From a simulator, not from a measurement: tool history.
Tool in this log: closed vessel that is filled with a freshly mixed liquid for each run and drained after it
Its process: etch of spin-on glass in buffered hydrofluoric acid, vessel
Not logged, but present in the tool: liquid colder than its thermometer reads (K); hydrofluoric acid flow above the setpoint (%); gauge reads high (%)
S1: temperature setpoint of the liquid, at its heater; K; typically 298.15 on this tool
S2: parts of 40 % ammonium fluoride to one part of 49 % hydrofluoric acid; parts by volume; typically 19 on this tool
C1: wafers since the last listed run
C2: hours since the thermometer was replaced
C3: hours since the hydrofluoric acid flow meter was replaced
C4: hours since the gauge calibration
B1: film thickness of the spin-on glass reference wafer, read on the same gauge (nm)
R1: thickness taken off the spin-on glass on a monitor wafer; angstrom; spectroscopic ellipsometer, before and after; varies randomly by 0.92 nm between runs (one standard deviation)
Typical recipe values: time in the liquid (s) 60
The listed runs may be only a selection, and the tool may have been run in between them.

run 1 hour=0 | S1=298.15 S2=19 time_in_the_liquid_(s)=60 | C1=0 C2=1235.5 C3=486 C4=1044.6 | B1=59.94 | R1=1159.6
run 2 hour=35.2 | S1=298.15 S2=19 time_in_the_liquid_(s)=60 | C1=4763 C2=1270.7 C3=521.2 C4=1079.8 | B1=60.01 | R1=1177.6
run 3 hour=83.1 | S1=298.15 S2=19 time_in_the_liquid_(s)=60 | C1=6482 C2=1318.6 C3=569.1 C4=1127.7 | B1=59.98 | R1=1167.9
-- hour=104.5 hydrofluoric acid flow meter replaced
run 4 hour=134.8 | S1=298.15 S2=19 time_in_the_liquid_(s)=60 | C1=6860 C2=1370.3 C3=30.3 C4=1179.4 | B1=60 | R1=1178.2
run 5 hour=205.2 | S1=298.15 S2=19 time_in_the_liquid_(s)=60 | C1=9526 C2=1440.7 C3=100.7 C4=1249.8 | B1=60.02 | R1=1153.3
run 6 hour=233.7 | S1=298.15 S2=19 time_in_the_liquid_(s)=60 | C1=3856 C2=1469.2 C3=129.2 C4=1278.3 | B1=59.99 | R1=1168.1
run 7 hour=286.7 | S1=298.15 S2=19 time_in_the_liquid_(s)=60 | C1=7172 C2=1522.2 C3=182.2 C4=1331.3 | B1=60.02 | R1=1148
run 8 hour=321.4 | S1=298.15 S2=23 time_in_the_liquid_(s)=60 | C1=4695 C2=1556.9 C3=216.9 C4=1366 | B1=59.98 | R1=994.6
run 9 hour=353.6 | S1=298.15 S2=23 time_in_the_liquid_(s)=60 | C1=4357 C2=1589.1 C3=249.1 C4=1398.2 | B1=60.02 | R1=999.5
-- hour=371 gauge calibrated
run 10 hour=393.9 | S1=295.65 S2=19 time_in_the_liquid_(s)=50 | C1=5453 C2=1629.4 C3=289.4 C4=22.9 | B1=59.98 | R1=846.6
run 11 hour=427.3 | S1=298.15 S2=19 time_in_the_liquid_(s)=60 | C1=4519 C2=1662.8 C3=322.8 C4=56.3 | B1=59.99 | R1=1147.3
run 12 hour=480.9 | S1=298.15 S2=19 time_in_the_liquid_(s)=70 | C1=7253 C2=1716.4 C3=376.4 C4=109.9 | B1=60.03 | R1=1344.9
run 13 hour=513.1 | S1=298.15 S2=19 time_in_the_liquid_(s)=60 | C1=4357 C2=1748.6 C3=408.6 C4=142.1 | B1=59.97 | R1=1137.6
run 14 hour=548.6 | S1=295.65 S2=19 time_in_the_liquid_(s)=60 | C1=4804 C2=1784.1 C3=444.1 C4=177.6 | B1=59.99 | R1=995.7
-- hour=567.2 thermometer replaced
run 15 hour=615 | S1=296.65 S2=21 time_in_the_liquid_(s)=60 | C1=8850 C2=47.8 C3=510.5 C4=244 | B1=59.96 | R1=1045.4
-- hour=626.3 hydrofluoric acid flow meter replaced
run 16 hour=645.1 | S1=301.65 S2=22 time_in_the_liquid_(s)=85 | C1=3937 C2=77.9 C3=18.8 C4=274.1 | B1=60.01 | R1=1850.7
run 17 hour=698.3 | S1=298.15 S2=19 time_in_the_liquid_(s)=30 | C1=7199 C2=131.1 C3=72 C4=327.3 | B1=60.03 | R1=611.6
run 18 hour=738.6 | S1=300.65 S2=19 time_in_the_liquid_(s)=60 | C1=5453 C2=171.4 C3=112.3 C4=367.6 | B1=60 | R1=1414.2
run 19 hour=785.7 | S1=298.15 S2=24.5 time_in_the_liquid_(s)=60 | C1=6373 C2=218.5 C3=159.4 C4=414.7 | B1=59.99 | R1=1002.8
run 20 hour=813.1 | S1=298.15 S2=13 time_in_the_liquid_(s)=60 | C1=3707 C2=245.9 C3=186.8 C4=442.1 | B1=60.03 | R1=1761.9
run 21 hour=857 | S1=294.65 S2=23.5 time_in_the_liquid_(s)=75 | C1=5940 C2=289.8 C3=230.7 C4=486 | B1=59.99 | R1=1056
run 22 hour=914.8 | S1=295.15 S2=26.5 time_in_the_liquid_(s)=40 | C1=7821 C2=347.6 C3=288.5 C4=543.8 | B1=60.04 | R1=534.2
run 23 hour=960.8 | S1=299.65 S2=19 time_in_the_liquid_(s)=60 | C1=6224 C2=393.6 C3=334.5 C4=589.8 | B1=59.98 | R1=1306.6
run 24 hour=989.1 | S1=293.65 S2=24.5 time_in_the_liquid_(s)=80 | C1=3829 C2=421.9 C3=362.8 C4=618.1 | B1=60.02 | R1=1034.7
run 25 hour=1046 | S1=295.15 S2=25 time_in_the_liquid_(s)=45 | C1=7699 C2=478.8 C3=419.7 C4=675 | B1=60.02 | R1=623.7
run 26 hour=1107.4 | S1=293.65 S2=19 time_in_the_liquid_(s)=60 | C1=8308 C2=540.2 C3=481.1 C4=736.4 | B1=60.04 | R1=930.4
run 27 hour=1159.4 | S1=298.15 S2=19 time_in_the_liquid_(s)=75 | C1=7036 C2=592.2 C3=533.1 C4=788.4 | B1=60 | R1=1493
-- hour=1219.5 hydrofluoric acid flow meter replaced
run 28 hour=1220.9 | S1=298.15 S2=15.5 time_in_the_liquid_(s)=60 | C1=8187 C2=653.7 C3=1.4 C4=849.9 | B1=60.03 | R1=1436.7
run 29 hour=1259 | S1=298.15 S2=19 time_in_the_liquid_(s)=90 | C1=5155 C2=691.8 C3=39.5 C4=888 | B1=59.97 | R1=1794.7
run 30 hour=1297.7 | S1=298.15 S2=19 time_in_the_liquid_(s)=60 | C1=5237 C2=730.5 C3=78.2 C4=926.7 | B1=59.99 | R1=1189.8
run 31 hour=1359.4 | S1=298.15 S2=19 time_in_the_liquid_(s)=60 | C1=8349 C2=792.2 C3=139.9 C4=988.4 | B1=60 | R1=1195.1
run 32 hour=1387.3 | S1=298.15 S2=19 time_in_the_liquid_(s)=60 | C1=3775 C2=820.1 C3=167.8 C4=1016.3 | B1=60.04 | R1=1182
run 33 hour=1437.2 | S1=294.65 S2=19 time_in_the_liquid_(s)=80 | C1=6752 C2=870 C3=217.7 C4=1066.2 | B1=60 | R1=1304.9
run 34 hour=1501.7 | S1=298.15 S2=21 time_in_the_liquid_(s)=60 | C1=8728 C2=934.5 C3=282.2 C4=1130.7 | B1=60.02 | R1=1084.1

Describe how what the log doesn't record of the tool's condition differs between the last listed run preceding each entry between runs and the first listed run following it.
Run 3 -> run 4: hydrofluoric acid flow meter replaced (hour 104.5)
  liquid colder than its thermometer reads (K): 0.948 -> 0.981
  measured result minus the result with no hidden state, R1: -62.1 -> -64.7 angstrom
Run 9 -> run 10: gauge calibrated (hour 371)
  liquid colder than its thermometer reads (K): 1.12 -> 1.14
  measured result minus the result with no hidden state, R1: -63.1 -> -55.3 angstrom
Run 14 -> run 15: thermometer replaced (hour 567.2)
  liquid colder than its thermometer reads (K): 1.24 -> 0.162
  measured result minus the result with no hidden state, R1: -70.9 -> -9.3 angstrom
Run 15 -> run 16: hydrofluoric acid flow meter replaced (hour 626.3)
  liquid colder than its thermometer reads (K): 0.162 -> 0.181
  measured result minus the result with no hidden state, R1: -9.3 -> -17.8 angstrom
Run 27 -> run 28: hydrofluoric acid flow meter replaced (hour 1219.5)
  liquid colder than its thermometer reads (K): 0.507 -> 0.546
  measured result minus the result with no hidden state, R1: -42 -> -43.6 angstrom
